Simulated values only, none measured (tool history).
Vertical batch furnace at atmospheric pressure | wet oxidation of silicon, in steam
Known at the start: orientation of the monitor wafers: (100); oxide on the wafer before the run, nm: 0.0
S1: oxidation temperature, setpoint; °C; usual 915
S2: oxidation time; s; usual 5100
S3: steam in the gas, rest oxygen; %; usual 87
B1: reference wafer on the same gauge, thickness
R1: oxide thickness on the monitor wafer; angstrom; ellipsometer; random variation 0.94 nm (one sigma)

| run | day | S1 | S2 | S3 | B1 | R1 |
|---|---|---|---|---|---|---|
| 1 | 0.000 | 915 | 5100 | 87 | 281.85 | 2611.8 |
| 2 | 0.579 | 915 | 5100 | 87 | 282.30 | 2617.9 |
| 3 | 1.588 | 915 | 5100 | 87 | 281.72 | 2639.4 |
| 4 | 2.696 | 915 | 5100 | 87 | 281.25 | 2641.7 |
| 5 | 3.621 | 915 | 5100 | 87 | 281.50 | 2622.9 |
| 6 | 4.796 | 915 | 5100 | 87 | 282.06 | 2645.4 |
| 7 | 6.021 | 915 | 5100 | 87 | 282.05 | 2619.5 |
| 8 | 6.600 | 915 | 5100 | 87 | 282.52 | 2644.2 |
| 9 | 7.604 | 915 | 5100 | 87 | 282.25 | 2650.0 |
| 10 | 8.700 | 915 | 5100 | 87 | 281.44 | 2633.7 |
| 11 | 9.358 | 915 | 5100 | 87 | 281.97 | 2666.2 |
|  | 11.392 | steam generator serviced |
| 12 | 11.412 | 915 | 5100 | 82 | 282.17 | 2507.2 |
| 13 | 11.617 | 915 | 5100 | 82 | 282.66 | 2526.3 |
| 14 | 11.817 | 915 | 5100 | 87 | 282.24 | 2669.5 |
| 15 | 12.171 | 903 | 5100 | 94 | 282.22 | 2473.4 |
| 16 | 12.962 | 915 | 5100 | 87 | 282.04 | 2658.6 |
| 17 | 14.012 | 937 | 5820 | 97 | 281.84 | 3978.4 |
| 18 | 14.625 | 939 | 5100 | 77 | 282.45 | 3055.9 |
| 19 | 15.554 | 915 | 6000 | 97 | 282.54 | 3341.7 |
| 20 | 16.433 | 925 | 3780 | 82 | 282.04 | 2200.3 |
|  | 17.754 | thermocouples replaced and temperature profile calibrated |
| 21 | 17.775 | 915 | 7080 | 87 | 281.79 | 3275.5 |
| 22 | 18.267 | 935 | 2700 | 92 | 282.15 | 1901.3 |
| 23 | 18.846 | 933 | 5100 | 97 | 281.25 | 3277.8 |
| 24 | 19.400 | 915 | 5100 | 91 | 282.18 | 2613.4 |
| 25 | 20.600 | 915 | 5100 | 87 | 282.19 | 2523.4 |
| 26 | 24.604 | 903 | 7230 | 94 | 282.46 | 3140.0 |
| 27 | 25.479 | 903 | 7500 | 87 | 282.00 | 3011.6 |
|  | 25.517 | gauge calibrated |
| 28 | 26.179 | 908 | 6210 | 93 | 282.04 | 2902.9 |
| 29 | 26.929 | 915 | 5100 | 97 | 281.97 | 2767.1 |
| 30 | 27.904 | 915 | 5100 | 87 | 282.19 | 2509.0 |
| 31 | 29.125 | 915 | 5100 | 87 | 281.56 | 2517.9 |
| 32 | 30.512 | 915 | 3030 | 76 | 281.81 | 1421.2 |
| 33 | 35.012 | 894 | 3960 | 78 | 282.24 | 1385.9 |
| 34 | 36.221 | 926 | 3930 | 87 | 281.51 | 2278.3 |
| 35 | 37.696 | 915 | 5100 | 87 | 282.06 | 2526.7 |
| 36 | 38.758 | 915 | 5100 | 87 | 282.02 | 2516.5 |
| 37 | 40.196 | 915 | 5100 | 87 | 281.95 | 2524.4 |
| 38 | 40.962 | 915 | 3930 | 76 | 282.31 | 1790.3 |

What the log doesn't show, run by run:
steam share off its setpoint, % of the setpoint: 0 in every run
gauge reads high (%): 0 in every run
H1: true tube temperature minus thermocouple reading, K
| run | H1 |
|---|---|
| 1 | 4.25 |
| 2 | 4.3 |
| 3 | 4.39 |
| 4 | 4.49 |
| 5 | 4.58 |
| 6 | 4.69 |
| 7 | 4.8 |
| 8 | 4.86 |
| 9 | 4.96 |
| 10 | 5.07 |
| 11 | 5.13 |
| 12 | 5.34 |
| 13 | 5.36 |
| 14 | 5.38 |
| 15 | 5.42 |
| 16 | 5.5 |
| 17 | 5.61 |
| 18 | 5.68 |
| 19 | 5.78 |
| 20 | 5.87 |
| 21 | 0.23 |
| 22 | 0.231 |
| 23 | 0.231 |
| 24 | 0.232 |
| 25 | 0.235 |
| 26 | 0.258 |
| 27 | 0.265 |
| 28 | 0.271 |
| 29 | 0.279 |
| 30 | 0.29 |
| 31 | 0.305 |
| 32 | 0.324 |
| 33 | 0.402 |
| 34 | 0.427 |
| 35 | 0.46 |
| 36 | 0.485 |
| 37 | 0.521 |
| 38 | 0.541 |
